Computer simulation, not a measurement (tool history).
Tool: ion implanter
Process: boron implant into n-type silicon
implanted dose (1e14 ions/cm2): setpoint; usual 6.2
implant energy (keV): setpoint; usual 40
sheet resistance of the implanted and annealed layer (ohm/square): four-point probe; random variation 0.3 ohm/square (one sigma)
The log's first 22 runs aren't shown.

| run | hour | implanted dose (1e14 ions/cm2) | implant energy (keV) | wafers since the last listed run | hours since the last dose calibration | hours since the extraction supply was calibrated | hours since the gauge calibration | read-back reference wafer on the same gauge, sheet resistance | sheet resistance of the implanted and annealed layer (ohm/square) |
|---|---|---|---|---|---|---|---|---|---|
| 23 | 313.4 | 6.2 | 53.5 | 472 | 84.3 | 77.7 | 181.1 | 151.93 | 159.19 |
| 24 | 325.6 | 5.34 | 32.5 | 351 | 96.5 | 89.9 | 193.3 | 151.85 | 183.05 |
| 25 | 333.6 | 7.67 | 52.5 | 230 | 104.5 | 97.9 | 201.3 | 151.9 | 134.62 |
| 26 | 339.8 | 6.2 | 40 | 178 | 110.7 | 104.1 | 207.5 | 151.95 | 160.86 |
| 27 | 345.9 | 6.2 | 33 | 175 | 116.8 | 110.2 | 213.6 | 152.12 | 162.7 |
| 28 | 353.9 | 6.2 | 40 | 230 | 124.8 | 118.2 | 221.6 | 152.04 | 161.15 |
| 29 | 362.5 | 5.36 | 36 | 247 | 133.4 | 126.8 | 230.2 | 151.9 | 181.89 |
| 30 | 389.4 | 6.2 | 31.5 | 775 | 160.3 | 153.7 | 257.1 | 151.92 | 163.14 |
| 31 | 398.6 | 7.36 | 53 | 265 | 169.5 | 162.9 | 266.3 | 152.08 | 139.3 |
| 32 | 407.5 | 5.72 | 40 | 256 | 178.4 | 171.8 | 275.2 | 151.97 | 171.65 |
| 33 | 418.6 | 5.02 | 40 | 320 | 189.5 | 182.9 | 286.3 | 152.12 | 189.99 |

Forecast each of these 4 alternatives for the next run:
| A | 419 | 6.2 | 40 | 11 | 189.9 | 183.3 | 286.7 | ? | ? |
| B | 419 | 7.19 | 36 | 11 | 189.9 | 183.3 | 286.7 | ? | ? |
| C | 419 | 7.46 | 45 | 11 | 189.9 | 183.3 | 286.7 | ? | ? |
| D | 419 | 6.96 | 47 | 11 | 189.9 | 183.3 | 286.7 | ? | ? |

| run | read-back reference wafer on the same gauge, sheet resistance | sheet resistance of the implanted and annealed layer (ohm/square) |
|---|---|---|
| A | 151.92 | 160.9 |
| B | 151.92 | 143.37 |
| C | 151.92 | 138.09 |
| D | 151.92 | 145.8 |
Without the tool's hidden state the same runs would have given:
| run | sheet resistance of the implanted and annealed layer (ohm/square) |
|---|---|
| A | 159.82 |
| B | 142.39 |
| C | 137.17 |
| D | 144.83 |
